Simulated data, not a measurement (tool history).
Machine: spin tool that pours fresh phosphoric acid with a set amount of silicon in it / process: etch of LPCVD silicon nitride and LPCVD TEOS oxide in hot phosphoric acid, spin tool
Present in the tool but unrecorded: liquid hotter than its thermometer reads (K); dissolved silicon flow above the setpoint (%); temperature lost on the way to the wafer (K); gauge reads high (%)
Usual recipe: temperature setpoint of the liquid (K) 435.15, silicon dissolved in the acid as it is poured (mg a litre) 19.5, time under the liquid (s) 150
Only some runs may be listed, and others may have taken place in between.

run   hour  temperature setpoint of the liquid (K)  silicon dissolved in the acid as it is poured (mg a litre)  time under the liquid (s)  wafers since the last listed run  hours since the thermometer was replaced  hours since the dissolved silicon flow meter was replaced  hours since the heated supply line was repaired  hours since the gauge calibration  read-back film thickness of the LPCVD silicon nitride reference wafer, read on the same gauge (nm)  read-back film thickness of the LPCVD TEOS oxide reference wafer, read on the same gauge (nm)  thickness taken off the LPCVD silicon nitride on a monitor wafer (angstrom)  thickness taken off the LPCVD TEOS oxide on a monitor wafer (angstrom)
  1      0                                  435.15                                                          31                        150                                 0                                       562                                                     2151.7                                           2645.1                               94.8                                                                                              120.02                                                                                        100.005                                                                        126.8                                                                    3.93
  2     17                                  435.15                                                          31                        150                               143                                       579                                                     2168.7                                           2662.1                              111.8                                                                                                 120                                                                                         99.989                                                                        126.7                                                                    4.24
  3   32.4                                  435.15                                                          31                        150                               129                                     594.4                                                     2184.1                                           2677.5                              127.2                                                                                              120.01                                                                                         99.974                                                                        127.6                                                                    3.97
  4   46.4                                  435.15                                                        19.5                        110                               117                                     608.4                                                     2198.1                                           2691.5                              141.2                                                                                                 120                                                                                         100.01                                                                           93                                                                    4.27
  5     54                                  435.15                                                        19.5                        110                                63                                       616                                                     2205.7                                           2699.1                              148.8                                                                                                 120                                                                                          99.99                                                                         93.7                                                                    4.35
  6   70.5                                  435.15                                                        19.5                        150                               138                                     632.5                                                     2222.2                                           2715.6                              165.3                                                                                              120.02                                                                                         99.989                                                                        127.1                                                                    6.07
  7   80.9                                  435.15                                                        19.5                        150                                87                                     642.9                                                     2232.6                                             2726                              175.7                                                                                              119.98                                                                                        100.015                                                                        127.7                                                                    6.01
  8   95.8                                  435.15                                                        19.5                        150                               125                                     657.8                                                     2247.5                                           2740.9                              190.6                                                                                              119.98                                                                                        100.001                                                                        127.2                                                                    5.89
     106.9  -- heated supply line repaired
  9  107.7                                  435.15                                                        29.5                        150                                91                                     669.7                                                     2259.4                                              0.8                              202.5                                                                                                 120                                                                                         99.991                                                                          128                                                                     4.6
 10  123.7                                  435.15                                                        33.5                        215                               134                                     685.7                                                     2275.4                                             16.8                              218.5                                                                                              120.02                                                                                        100.007                                                                        182.6                                                                    5.38
     133.8  -- gauge calibrated
 11  135.2                                  432.15                                                           6                        190                                96                                     697.2                                                     2286.9                                             28.3                                1.4                                                                                                 120                                                                                         99.997                                                                        146.8                                                                    9.15

Forecast run 12:
 12  148.5                                  435.15                                                        19.5                        150                               111                                     710.5                                                     2300.2                                             41.6                               14.7                                                                                                   ?                                                                                              ?                                                                            ?                                                                       ?

{"run 12": {"read-back film thickness of the LPCVD silicon nitride reference wafer, read on the same gauge (nm)": 120, "read-back film thickness of the LPCVD TEOS oxide reference wafer, read on the same gauge (nm)": 100.018, "thickness taken off the LPCVD silicon nitride on a monitor wafer (angstrom)": 128.9, "thickness taken off the LPCVD TEOS oxide on a monitor wafer (angstrom)": 6}}
Had the tool carried no hidden state, the very same run would have given thickness taken off the LPCVD silicon nitride on a monitor wafer (angstrom) 118.7, thickness taken off the LPCVD TEOS oxide on a monitor wafer (angstrom) 5.01.
